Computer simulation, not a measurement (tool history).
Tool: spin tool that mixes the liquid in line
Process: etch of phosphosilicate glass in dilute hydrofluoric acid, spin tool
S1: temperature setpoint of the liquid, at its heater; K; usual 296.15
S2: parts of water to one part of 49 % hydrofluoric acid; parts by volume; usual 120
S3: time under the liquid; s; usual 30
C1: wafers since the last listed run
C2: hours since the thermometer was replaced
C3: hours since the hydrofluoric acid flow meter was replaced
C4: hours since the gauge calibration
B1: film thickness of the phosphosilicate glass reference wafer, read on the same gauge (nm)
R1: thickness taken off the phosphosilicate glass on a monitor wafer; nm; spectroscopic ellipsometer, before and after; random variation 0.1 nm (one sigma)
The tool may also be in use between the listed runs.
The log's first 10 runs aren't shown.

{"run": 11, "hour": 727.7, "S1": 291.65, "S2": 75, "S3": 45, "C1": 2121, "C2": 1277.5, "C3": 274.7, "C4": 442.9, "B1": 60, "R1": 29.91}
{"run": 12, "hour": 801.6, "S1": 291.65, "S2": 100, "S3": 25, "C1": 1650, "C2": 1351.4, "C3": 348.6, "C4": 516.8, "B1": 59.99, "R1": 12.24}
{"run": 13, "hour": 866.8, "S1": 296.15, "S2": 165, "S3": 15, "C1": 1455, "C2": 1416.6, "C3": 413.8, "C4": 582, "B1": 60, "R1": 4.94}
{"hour": 884.1, "done": "thermometer replaced"}
{"run": 14, "hour": 943.5, "S1": 296.15, "S2": 170, "S3": 30, "C1": 1690, "C2": 59.4, "C3": 490.5, "C4": 658.7, "B1": 59.99, "R1": 9.63}
{"run": 15, "hour": 1081.8, "S1": 296.15, "S2": 120, "S3": 40, "C1": 3088, "C2": 197.7, "C3": 628.8, "C4": 797, "B1": 59.99, "R1": 19.28}
{"run": 16, "hour": 1166.1, "S1": 300.15, "S2": 75, "S3": 30, "C1": 1882, "C2": 282, "C3": 713.1, "C4": 881.3, "B1": 59.98, "R1": 28.62}
{"run": 17, "hour": 1218.2, "S1": 300.15, "S2": 120, "S3": 30, "C1": 1163, "C2": 334.1, "C3": 765.2, "C4": 933.4, "B1": 60, "R1": 16.72}
{"run": 18, "hour": 1299.8, "S1": 297.65, "S2": 120, "S3": 50, "C1": 1822, "C2": 415.7, "C3": 846.8, "C4": 1015, "B1": 60.02, "R1": 25.81}
{"run": 19, "hour": 1358.5, "S1": 296.15, "S2": 120, "S3": 30, "C1": 1310, "C2": 474.4, "C3": 905.5, "C4": 1073.7, "B1": 60.01, "R1": 14.54}
{"run": 20, "hour": 1455.0, "S1": 294.15, "S2": 170, "S3": 20, "C1": 2154, "C2": 570.9, "C3": 1002, "C4": 1170.2, "B1": 60, "R1": 5.97}
{"run": 21, "hour": 1535.1, "S1": 299.65, "S2": 70, "S3": 40, "C1": 1788, "C2": 651, "C3": 1082.1, "C4": 1250.3, "B1": 59.99, "R1": 40.77}
{"run": 22, "hour": 1642.9, "S1": 296.15, "S2": 120, "S3": 30, "C1": 2407, "C2": 758.8, "C3": 1189.9, "C4": 1358.1, "B1": 60, "R1": 14.75}
{"run": 23, "hour": 1946.4, "S1": 296.15, "S2": 120, "S3": 30, "C1": 6777, "C2": 1062.3, "C3": 1493.4, "C4": 1661.6, "B1": 59.99, "R1": 14.57}
{"run": 24, "hour": 2017.5, "S1": 296.15, "S2": 120, "S3": 30, "C1": 1587, "C2": 1133.4, "C3": 1564.5, "C4": 1732.7, "B1": 60.01, "R1": 14.71}
{"run": 25, "hour": 2085.2, "S1": 296.15, "S2": 175, "S3": 15, "C1": 1511, "C2": 1201.1, "C3": 1632.2, "C4": 1800.4, "B1": 60, "R1": 4.76}
{"run": 26, "hour": 2183.8, "S1": 293.15, "S2": 180, "S3": 15, "C1": 2201, "C2": 1299.7, "C3": 1730.8, "C4": 1899, "B1": 60, "R1": 4.12}
{"run": 27, "hour": 2235.2, "S1": 292.65, "S2": 65, "S3": 20, "C1": 1147, "C2": 1351.1, "C3": 1782.2, "C4": 1950.4, "B1": 60.01, "R1": 16.63}
{"hour": 2291.9, "done": "thermometer replaced"}
{"run": 28, "hour": 2299.7, "S1": 298.65, "S2": 120, "S3": 30, "C1": 1418, "C2": 7.8, "C3": 1846.7, "C4": 2014.9, "B1": 59.99, "R1": 16.31}
{"run": 29, "hour": 2396.9, "S1": 296.15, "S2": 120, "S3": 50, "C1": 2170, "C2": 105, "C3": 1943.9, "C4": 2112.1, "B1": 60.01, "R1": 24.74}
{"run": 30, "hour": 2477.9, "S1": 296.15, "S2": 120, "S3": 30, "C1": 1808, "C2": 186, "C3": 2024.9, "C4": 2193.1, "B1": 60, "R1": 14.84}
{"run": 31, "hour": 2569.0, "S1": 296.15, "S2": 120, "S3": 30, "C1": 2034, "C2": 277.1, "C3": 2116, "C4": 2284.2, "B1": 60, "R1": 14.88}

5 ways to go on from here, each from the tool as it stands after run 31. What would each give?
{"run": "A", "hour": 2569.4, "S1": 296.15, "S2": 120, "S3": 30, "C1": 8, "C2": 277.5, "C3": 2116.4, "C4": 2284.6, "B1": "?", "R1": "?"}
{"run": "B", "hour": 2569.4, "S1": 296.15, "S2": 150, "S3": 45, "C1": 8, "C2": 277.5, "C3": 2116.4, "C4": 2284.6, "B1": "?", "R1": "?"}
{"run": "C", "hour": 2569.4, "S1": 296.15, "S2": 120, "S3": 20, "C1": 8, "C2": 277.5, "C3": 2116.4, "C4": 2284.6, "B1": "?", "R1": "?"}
{"run": "D", "hour": 2569.4, "S1": 296.15, "S2": 145, "S3": 30, "C1": 8, "C2": 277.5, "C3": 2116.4, "C4": 2284.6, "B1": "?", "R1": "?"}
{"run": "E", "hour": 2569.4, "S1": 296.15, "S2": 160, "S3": 30, "C1": 8, "C2": 277.5, "C3": 2116.4, "C4": 2284.6, "B1": "?", "R1": "?"}

run=A B1=60 R1=14.77
run=B B1=60 R1=17.15
run=C B1=60 R1=9.84
run=D B1=60 R1=11.89
run=E B1=60 R1=10.6
Without the tool's hidden state the same runs would have given:
run=A R1=13.92
run=B R1=16.15
run=C R1=9.28
run=D R1=11.2
run=E R1=9.98
